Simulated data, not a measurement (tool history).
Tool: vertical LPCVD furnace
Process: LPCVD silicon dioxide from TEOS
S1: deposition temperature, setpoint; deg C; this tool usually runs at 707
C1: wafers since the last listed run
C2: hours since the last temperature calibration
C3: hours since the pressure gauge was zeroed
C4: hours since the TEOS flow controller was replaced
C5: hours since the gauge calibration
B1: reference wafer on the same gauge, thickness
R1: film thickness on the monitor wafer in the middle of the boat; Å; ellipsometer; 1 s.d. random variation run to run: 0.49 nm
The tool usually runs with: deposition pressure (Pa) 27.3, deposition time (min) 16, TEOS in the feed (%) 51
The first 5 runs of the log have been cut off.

{"run": 6, "hour": 481.8, "S1": 707, "deposition pressure (Pa)": 27.3, "deposition time (min)": 16, "TEOS in the feed (%)": 51, "C1": 842, "C2": 2507.2, "C3": 128.6, "C4": 945.9, "C5": 274.8, "B1": 104.31, "R1": 987}
{"run": 7, "hour": 528.0, "S1": 701, "deposition pressure (Pa)": 24.7, "deposition time (min)": 16, "TEOS in the feed (%)": 59, "C1": 1040, "C2": 2553.4, "C3": 174.8, "C4": 992.1, "C5": 321, "B1": 104.27, "R1": 881.5}
{"run": 8, "hour": 589.8, "S1": 717, "deposition pressure (Pa)": 27.3, "deposition time (min)": 20.5, "TEOS in the feed (%)": 59, "C1": 1392, "C2": 2615.2, "C3": 236.6, "C4": 1053.9, "C5": 382.8, "B1": 104.41, "R1": 1696.6}
{"run": 9, "hour": 640.0, "S1": 717, "deposition pressure (Pa)": 22, "deposition time (min)": 10.5, "TEOS in the feed (%)": 51, "C1": 1131, "C2": 2665.4, "C3": 286.8, "C4": 1104.1, "C5": 433, "B1": 104.46, "R1": 724.4}
{"run": 10, "hour": 742.8, "S1": 707, "deposition pressure (Pa)": 27.3, "deposition time (min)": 13, "TEOS in the feed (%)": 51, "C1": 2316, "C2": 2768.2, "C3": 389.6, "C4": 1206.9, "C5": 535.8, "B1": 104.3, "R1": 808.9}
{"run": 11, "hour": 811.5, "S1": 707, "deposition pressure (Pa)": 27.3, "deposition time (min)": 16, "TEOS in the feed (%)": 51, "C1": 1547, "C2": 2836.9, "C3": 458.3, "C4": 1275.6, "C5": 604.5, "B1": 104.32, "R1": 991.5}
{"run": 12, "hour": 889.0, "S1": 707, "deposition pressure (Pa)": 27.3, "deposition time (min)": 12.5, "TEOS in the feed (%)": 46, "C1": 1746, "C2": 2914.4, "C3": 535.8, "C4": 1353.1, "C5": 682, "B1": 104.26, "R1": 734.7}
{"run": 13, "hour": 945.2, "S1": 707, "deposition pressure (Pa)": 27.3, "deposition time (min)": 16, "TEOS in the feed (%)": 51, "C1": 1266, "C2": 2970.6, "C3": 592, "C4": 1409.3, "C5": 738.2, "B1": 104.39, "R1": 988.6}
{"run": 14, "hour": 1013.5, "S1": 711, "deposition pressure (Pa)": 24.7, "deposition time (min)": 11.5, "TEOS in the feed (%)": 54, "C1": 1538, "C2": 3038.9, "C3": 660.3, "C4": 1477.6, "C5": 806.5, "B1": 104.15, "R1": 770}
{"hour": 1049.1, "done": "thermocouples replaced and temperature profile calibrated"}
{"run": 15, "hour": 1108.5, "S1": 707, "deposition pressure (Pa)": 27.3, "deposition time (min)": 16, "TEOS in the feed (%)": 47, "C1": 1599, "C2": 59.4, "C3": 755.3, "C4": 1572.6, "C5": 901.5, "B1": 104.35, "R1": 967.3}
{"run": 16, "hour": 1190.8, "S1": 707, "deposition pressure (Pa)": 27.3, "deposition time (min)": 16, "TEOS in the feed (%)": 51, "C1": 1854, "C2": 141.7, "C3": 837.6, "C4": 1654.9, "C5": 983.8, "B1": 104.31, "R1": 994.7}
{"run": 17, "hour": 1285.7, "S1": 707, "deposition pressure (Pa)": 27.3, "deposition time (min)": 14.5, "TEOS in the feed (%)": 51, "C1": 2138, "C2": 236.6, "C3": 932.5, "C4": 1749.8, "C5": 1078.7, "B1": 104.3, "R1": 904.7}
{"run": 18, "hour": 1323.8, "S1": 707, "deposition pressure (Pa)": 27.3, "deposition time (min)": 16, "TEOS in the feed (%)": 51, "C1": 858, "C2": 274.7, "C3": 970.6, "C4": 1787.9, "C5": 1116.8, "B1": 104.19, "R1": 993.9}
{"run": 19, "hour": 1427.6, "S1": 707, "deposition pressure (Pa)": 27.3, "deposition time (min)": 16, "TEOS in the feed (%)": 51, "C1": 2338, "C2": 378.5, "C3": 1074.4, "C4": 1891.7, "C5": 1220.6, "B1": 104.2, "R1": 1002.4}
{"run": 20, "hour": 1465.2, "S1": 707, "deposition pressure (Pa)": 27.3, "deposition time (min)": 16, "TEOS in the feed (%)": 51, "C1": 847, "C2": 416.1, "C3": 1112, "C4": 1929.3, "C5": 1258.2, "B1": 104.39, "R1": 993.6}
{"run": 21, "hour": 1519.2, "S1": 707, "deposition pressure (Pa)": 27.3, "deposition time (min)": 16, "TEOS in the feed (%)": 51, "C1": 1216, "C2": 470.1, "C3": 1166, "C4": 1983.3, "C5": 1312.2, "B1": 104.43, "R1": 1009.5}
{"run": 22, "hour": 1607.1, "S1": 707, "deposition pressure (Pa)": 27.3, "deposition time (min)": 16, "TEOS in the feed (%)": 51, "C1": 1980, "C2": 558, "C3": 1253.9, "C4": 2071.2, "C5": 1400.1, "B1": 104.36, "R1": 1005.2}
{"run": 23, "hour": 1655.7, "S1": 707, "deposition pressure (Pa)": 27.3, "deposition time (min)": 10.5, "TEOS in the feed (%)": 60, "C1": 1094, "C2": 606.6, "C3": 1302.5, "C4": 2119.8, "C5": 1448.7, "B1": 104.34, "R1": 713.8}
{"run": 24, "hour": 1757.3, "S1": 699, "deposition pressure (Pa)": 21.3, "deposition time (min)": 16, "TEOS in the feed (%)": 51, "C1": 2289, "C2": 708.2, "C3": 1404.1, "C4": 2221.4, "C5": 1550.3, "B1": 104.38, "R1": 730.4}
{"run": 25, "hour": 1824.0, "S1": 707, "deposition pressure (Pa)": 24, "deposition time (min)": 12.5, "TEOS in the feed (%)": 51, "C1": 1502, "C2": 774.9, "C3": 1470.8, "C4": 2288.1, "C5": 1617, "B1": 104.29, "R1": 732.5}
{"run": 26, "hour": 1863.2, "S1": 701, "deposition pressure (Pa)": 30.7, "deposition time (min)": 10.5, "TEOS in the feed (%)": 46, "C1": 883, "C2": 814.1, "C3": 1510, "C4": 2327.3, "C5": 1656.2, "B1": 104.35, "R1": 575.4}
{"run": 27, "hour": 1941.6, "S1": 707, "deposition pressure (Pa)": 27.3, "deposition time (min)": 18.5, "TEOS in the feed (%)": 48, "C1": 1766, "C2": 892.5, "C3": 1588.4, "C4": 2405.7, "C5": 1734.6, "B1": 104.22, "R1": 1114.3}
{"run": 28, "hour": 2020.7, "S1": 716, "deposition pressure (Pa)": 27.3, "deposition time (min)": 21, "TEOS in the feed (%)": 51, "C1": 1782, "C2": 971.6, "C3": 1667.5, "C4": 2484.8, "C5": 1813.7, "B1": 104.18, "R1": 1616.7}
{"run": 29, "hour": 2126.6, "S1": 699, "deposition pressure (Pa)": 32, "deposition time (min)": 10.5, "TEOS in the feed (%)": 43, "C1": 2386, "C2": 1077.5, "C3": 1773.4, "C4": 2590.7, "C5": 1919.6, "B1": 104.41, "R1": 547.2}
{"run": 30, "hour": 2177.4, "S1": 707, "deposition pressure (Pa)": 27.3, "deposition time (min)": 16, "TEOS in the feed (%)": 51, "C1": 1144, "C2": 1128.3, "C3": 1824.2, "C4": 2641.5, "C5": 1970.4, "B1": 104.37, "R1": 997.6}

Forecast each of these 5 alternatives for the next run:
{"run": "A", "hour": 2181.4, "S1": 707, "deposition pressure (Pa)": 27.3, "deposition time (min)": 16, "TEOS in the feed (%)": 51, "C1": 90, "C2": 1132.3, "C3": 1828.2, "C4": 2645.5, "C5": 1974.4, "B1": "?", "R1": "?"}
{"run": "B", "hour": 2181.4, "S1": 700, "deposition pressure (Pa)": 25.3, "deposition time (min)": 20, "TEOS in the feed (%)": 51, "C1": 90, "C2": 1132.3, "C3": 1828.2, "C4": 2645.5, "C5": 1974.4, "B1": "?", "R1": "?"}
{"run": "C", "hour": 2181.4, "S1": 710, "deposition pressure (Pa)": 33.3, "deposition time (min)": 16, "TEOS in the feed (%)": 60, "C1": 90, "C2": 1132.3, "C3": 1828.2, "C4": 2645.5, "C5": 1974.4, "B1": "?", "R1": "?"}
{"run": "D", "hour": 2181.4, "S1": 696, "deposition pressure (Pa)": 24, "deposition time (min)": 22, "TEOS in the feed (%)": 42, "C1": 90, "C2": 1132.3, "C3": 1828.2, "C4": 2645.5, "C5": 1974.4, "B1": "?", "R1": "?"}
{"run": "E", "hour": 2181.4, "S1": 697, "deposition pressure (Pa)": 27.3, "deposition time (min)": 22, "TEOS in the feed (%)": 51, "C1": 90, "C2": 1132.3, "C3": 1828.2, "C4": 2645.5, "C5": 1974.4, "B1": "?", "R1": "?"}

run=A B1=104.3 R1=1003.6
run=B B1=104.3 R1=1028.8
run=C B1=104.3 R1=1283.7
run=D B1=104.3 R1=911.4
run=E B1=104.3 R1=1094.7
Without the tool's unlogged condition, the same runs would have read:
run=A R1=987.1
run=B R1=1010.6
run=C R1=1266.2
run=D R1=894.3
run=E R1=1076.6
